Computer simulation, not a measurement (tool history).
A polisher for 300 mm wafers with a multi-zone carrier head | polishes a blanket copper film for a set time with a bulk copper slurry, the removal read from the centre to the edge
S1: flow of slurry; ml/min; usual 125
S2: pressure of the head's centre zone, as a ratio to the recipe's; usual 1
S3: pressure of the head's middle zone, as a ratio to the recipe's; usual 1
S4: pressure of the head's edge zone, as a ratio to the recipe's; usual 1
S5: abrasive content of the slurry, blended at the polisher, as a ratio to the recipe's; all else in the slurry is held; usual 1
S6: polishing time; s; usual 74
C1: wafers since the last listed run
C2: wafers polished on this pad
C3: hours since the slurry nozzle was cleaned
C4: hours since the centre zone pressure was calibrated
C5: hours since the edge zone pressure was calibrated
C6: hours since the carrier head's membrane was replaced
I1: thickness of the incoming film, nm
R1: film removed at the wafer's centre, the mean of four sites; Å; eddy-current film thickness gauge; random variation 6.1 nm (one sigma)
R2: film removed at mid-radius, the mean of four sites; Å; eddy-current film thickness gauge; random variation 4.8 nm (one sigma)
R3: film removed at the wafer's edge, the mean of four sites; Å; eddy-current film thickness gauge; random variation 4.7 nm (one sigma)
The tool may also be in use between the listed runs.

run   hour   S1    S2    S3    S4    S5  S6   C1    C2     C3     C4      C5     C6      I1    R1    R2    R3
  1      0  125     1     1     1     1  74    0  1144   86.7    147  1306.8    234  2673.7  6151  6224  6143
       9.2  -- edge zone pressure recalibrated
  2   15.6  155     1     1  1.12     1  74  197  1342  102.3  162.6     6.4  249.6  2703.1  6511  6562  6578
  3     34  125     1     1     1     1  74  267  1609  120.7    181    24.8    268  2694.1  6192  6303  6105
  4   61.9  125  1.05     1  0.93     1  74  405  2015  148.6  208.9    52.7  295.9  2718.6  6602  6229  5947
  5   80.4  125     1     1     1     1  74  268  2284  167.1  227.4    71.2  314.4  2744.2  6091  6177  6126
  6  115.6  165     1  0.91  1.11     1  74  511  2795  202.3  262.6   106.4  349.6  2698.1  6630  6141  6736
  7  136.4  125     1     1     1     1  74  302  3098  223.1  283.4   127.2  370.4  2716.7  6159  6166  6077
  8  156.2  125     1     1     1     1  74  287  3385  242.9  303.2     147  390.2  2722.4  6115  6219  6083
     175.5  -- worn pad replaced by a new one
     176.1  -- centre zone pressure recalibrated
  9  183.9  125     1     1     1     1  74  335   112  270.6    7.8   174.7  417.9  2736.8  6166  6158  6047
 10    217  155  0.94  1.06     1     1  87  481   593  303.7   40.9   207.8    451    2715  7199  8077  7470
 11  232.5  125     1     1     1     1  74  225   819  319.2   56.4   223.3  466.5  2742.2  6220  6204  6172
 12  267.7  125     1     1  1.07     1  74  511  1330  354.4   91.6   258.5  501.7  2708.6  6103  6231  6311
 13  294.1  125     1  1.11  0.92  0.85  90  383  1714  380.8    118   284.9  528.1  2725.1  7280  8138  6959
     318.4  -- slurry nozzle cleaned
 14  320.6  125     1     1     1     1  74  370  2084    2.2  144.5   311.4  554.6  2689.3  6153  6347  6146
 15  384.1  125     1  0.93  0.89     1  90  922  3007   65.7    208   374.9  618.1  2726.1  7636  7159  7195
 16  408.5  125     1  1.06   0.9   0.9  74  354  3362   90.1  232.4   399.3  642.5  2727.2  6010  6405  5754
 17  426.8  160  0.94     1     1   0.9  86  265  3628  108.4  250.7   417.6  660.8  2734.4  7058  7472  7188
     450.7  -- worn pad replaced by a new one
 18  451.2  125  0.96     1  0.96     1  99  296     7  132.8  275.1     442  685.2  2696.1  7872  8272  7986
 19  468.7  125     1     1  0.91     1  74  254   261  150.3  292.6   459.5  702.7    2763  6160  6272  5938
 20  503.4  125     1     1     1     1  74  504   766    185  327.3   494.2  737.4  2701.5  6196  6241  6173
 21  525.1  125  0.91   0.9  1.11  0.75  74  315  1081  206.7    349   515.9  759.1  2678.8  5249  5320  5971
       528  -- centre zone pressure recalibrated
 22  549.9  100     1     1     1     1  74  331  1412  231.5   21.9   540.7  783.9  2680.1  5738  5815  5844

Hidden state at the last listed run before each entry between runs and at the first one after, where it differs:
Between runs 1 and 2: edge zone pressure recalibrated (hour 9.2)
  no hidden state differs between the two runs
Between runs 8 and 9: worn pad replaced by a new one (hour 175.5); centre zone pressure recalibrated (hour 176.1)
  no hidden state differs between the two runs
Between runs 13 and 14: slurry nozzle cleaned (hour 318.4)
  no hidden state differs between the two runs
Between runs 17 and 18: worn pad replaced by a new one (hour 450.7)
  no hidden state differs between the two runs
Between runs 21 and 22: centre zone pressure recalibrated (hour 528)
  no hidden state differs between the two runs

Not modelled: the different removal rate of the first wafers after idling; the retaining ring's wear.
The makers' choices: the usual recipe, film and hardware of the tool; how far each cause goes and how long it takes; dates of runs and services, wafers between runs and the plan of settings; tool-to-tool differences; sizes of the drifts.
